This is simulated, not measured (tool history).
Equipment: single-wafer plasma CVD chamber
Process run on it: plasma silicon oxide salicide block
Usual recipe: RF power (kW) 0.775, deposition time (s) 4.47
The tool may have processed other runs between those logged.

| run | hour | RF power (kW) | deposition time (s) | read-back reference wafer on the same gauge, thickness_nm | mean film thickness on the monitor wafer (angstrom) |
|---|---|---|---|---|---|
| 1 | 0 | 0.775 | 4.47 | 39.395 | 421.18 |
| 2 | 30.8 | 0.775 | 4.47 | 39.442 | 422.17 |
| 3 | 63.8 | 0.775 | 4.47 | 39.429 | 420.56 |
| 4 | 110.3 | 0.775 | 4.47 | 39.39 | 422.87 |
| 5 | 137 | 0.775 | 4.47 | 39.417 | 422.3 |
| 6 | 163.5 | 0.775 | 4.04 | 39.391 | 381.37 |
| 7 | 212.8 | 0.775 | 4.04 | 39.393 | 381.01 |
|  | 265.1 | showerhead replaced |
| 8 | 282.6 | 0.775 | 4.04 | 39.412 | 381.52 |
| 9 | 345.7 | 0.775 | 4.47 | 39.358 | 419.82 |
|  | 372.2 | gauge calibrated |
| 10 | 396 | 0.775 | 4.04 | 39.433 | 380.7 |
| 11 | 463 | 0.71 | 3.8 | 39.414 | 345.43 |
|  | 477.9 | RF generator calibrated |
| 12 | 489.6 | 0.775 | 3.8 | 39.382 | 353.4 |
| 13 | 515.6 | 0.73 | 4.47 | 39.374 | 405.77 |
| 14 | 556.5 | 0.72 | 4.75 | 39.404 | 428.08 |
|  | 589.8 | RF generator calibrated, repeated, since the last time left the tool worse |
| 15 | 659.2 | 0.775 | 3.74 | 39.364 | 357.25 |
| 16 | 688.8 | 0.725 | 5.33 | 39.449 | 498.86 |
| 17 | 758.1 | 0.89 | 5.28 | 39.377 | 531.12 |

Results for each run, recomputed without the tool's hidden state and with each run's random variation untouched:
Hidden conditions of the tool in this case: delivered RF power above the setpoint (%); gauge reads high (%).
| run | mean film thickness on the monitor wafer (angstrom) |
|---|---|
| 1 | 430.78 |
| 2 | 431.87 |
| 3 | 430.3 |
| 4 | 432.76 |
| 5 | 432.23 |
| 6 | 390.39 |
| 7 | 390.1 |
| 8 | 390.73 |
| 9 | 430.05 |
| 10 | 390.04 |
| 11 | 353.97 |
| 12 | 366.98 |
| 13 | 421.78 |
| 14 | 445.63 |
| 15 | 358.52 |
| 16 | 501.1 |
| 17 | 534.58 |
